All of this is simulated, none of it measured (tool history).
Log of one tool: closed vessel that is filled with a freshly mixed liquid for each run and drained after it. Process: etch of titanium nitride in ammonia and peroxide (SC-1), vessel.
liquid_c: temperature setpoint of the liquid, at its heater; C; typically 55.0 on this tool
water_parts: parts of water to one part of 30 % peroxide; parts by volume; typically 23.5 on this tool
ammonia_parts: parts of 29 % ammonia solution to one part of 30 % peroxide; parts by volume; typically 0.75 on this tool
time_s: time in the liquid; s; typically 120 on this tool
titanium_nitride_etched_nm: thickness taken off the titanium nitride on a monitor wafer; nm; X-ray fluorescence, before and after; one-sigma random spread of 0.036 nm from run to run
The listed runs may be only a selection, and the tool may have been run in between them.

run    hour  liquid_c  water_parts  ammonia_parts  time_s  read-back film thickness of the titanium nitride reference wafer, read on the same gauge (nm)  titanium_nitride_etched_nm
  1     0.0      55.0         23.5           0.75     120                                                                                          29.98                        8.10
  2    38.0      55.0         23.5           0.75     120                                                                                          29.99                        8.02
  3   108.7      55.0         23.5           0.75     120                                                                                          29.98                        8.07
  4   145.7      55.0         23.5           0.90     120                                                                                          29.99                        8.33
  5   170.9      55.0         23.5           0.90     120                                                                                          30.02                        8.34
  6   230.5      55.0         23.5           0.75     120                                                                                          29.98                        8.04
  7   269.0      55.0         23.5           0.75     120                                                                                          29.99                        8.00
      271.2  -- new drum of ammonia solution connected
  8   315.0      55.0         23.5           0.75      90                                                                                          29.98                        6.04
  9   378.3      55.0         23.5           0.75      90                                                                                          29.98                        6.05
 10   425.7      55.0         23.5           0.75      90                                                                                          29.95                        6.05
 11   465.3      55.0         27.5           0.75     120                                                                                          30.01                        7.34
 12   535.0      55.0         27.5           0.75     120                                                                                          30.00                        7.38
 13   601.4      48.0         23.5           0.75     120                                                                                          30.02                        5.01
 14   628.9      55.0         23.5           0.75      85                                                                                          29.99                        5.76
      655.9  -- ammonia flow meter replaced
 15   678.4      55.0         23.5           0.75     120                                                                                          29.98                        7.90
 16   728.5      55.0         23.5           0.75     120                                                                                          29.98                        7.94
      744.8  -- new drum of ammonia solution connected
 17   793.0      55.0         12.5           0.75     165                                                                                          29.99                       15.38
      823.0  -- thermometer replaced
 18   858.3      55.0         23.5           1.00     120                                                                                          29.98                        8.29
 19   925.3      58.5         15.0           0.65      60                                                                                          30.00                        6.27
      995.2  -- gauge calibrated
 20  1082.9      55.0         23.5           0.75     145                                                                                          29.97                        9.62
 21  1120.0      55.0         32.5           0.75     120                                                                                          29.99                        6.65
 22  1187.7      55.0         23.5           0.75      95                                                                                          30.00                        6.34
     1199.4  -- new drum of ammonia solution connected
 23  1232.5      45.0         31.5           0.75      95                                                                                          30.03                        2.67
 24  1271.4      55.0         23.5           0.75     120                                                                                          30.01                        7.95
 25  1334.8      55.0         23.5           0.75     120                                                                                          30.00                        7.97
 26  1380.3      55.0         23.5           0.75     120                                                                                          29.97                        8.00
 27  1579.1      55.0         27.5           0.90     120                                                                                          30.01                        7.56
 28  1611.9      51.0         23.5           0.95     120                                                                                          30.02                        6.33

3 ways to go on from here, each from the tool as it stands after run 28. What would each give?
  A  1612.6      55.0         23.5           0.75     120                                                                                              ?                           ?
  B  1612.6      58.0         28.5           0.40     155                                                                                              ?                           ?
  C  1612.6      60.5         23.5           0.75     120                                                                                              ?                           ?

run  read-back film thickness of the titanium nitride reference wafer, read on the same gauge (nm)  titanium_nitride_etched_nm
  A                                                                                          29.98                        8.06
  B                                                                                          29.98                       10.14
  C                                                                                          29.98                       11.61
Had the tool no hidden state, the same runs would have come out as:
run  titanium_nitride_etched_nm
  A                        7.95
  B                       10.01
  C                       11.46
